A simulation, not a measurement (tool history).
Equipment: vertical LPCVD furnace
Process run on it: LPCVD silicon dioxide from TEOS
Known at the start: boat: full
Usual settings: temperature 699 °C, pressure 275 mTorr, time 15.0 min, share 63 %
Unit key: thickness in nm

run	hour	temperature	pressure	time	share	read-back reference wafer on the same gauge, thickness	thickness
1	0.0	699	275	15.0	63	87.76	95.11
2	19.6	699	275	15.0	63	87.91	94.47
3	50.2	699	275	15.0	63	88.00	94.66
4	78.3	699	240	15.0	63	88.08	88.59
5	96.0	699	275	15.0	63	88.15	94.90
6	125.5	699	275	15.0	63	88.29	95.13
# hour 151.1: pressure gauge zeroed
7	157.3	699	275	15.0	63	88.31	95.48
# hour 173.7: gauge calibrated
8	189.8	708	335	13.0	63	86.97	110.09
# hour 240.4: thermocouples replaced and temperature profile calibrated
# hour 263.5: TEOS flow controller replaced
9	264.0	699	320	19.5	57	87.21	125.11
10	305.5	699	275	12.5	75	87.34	85.92
11	324.4	688	295	17.0	54	87.42	78.79
12	360.2	699	275	15.0	63	87.54	94.43
13	395.9	699	300	17.0	75	87.71	120.84
14	426.5	699	275	15.0	63	87.80	94.50

Run 15 has not been measured yet. What should we expect?
15	448.2	699	220	19.5	63	?	?

{"run 15": {"read-back reference wafer on the same gauge, thickness": 87.83, "thickness": 109.44}}
Had the tool carried no hidden state, the very same run would have given thickness 108.36 nm.
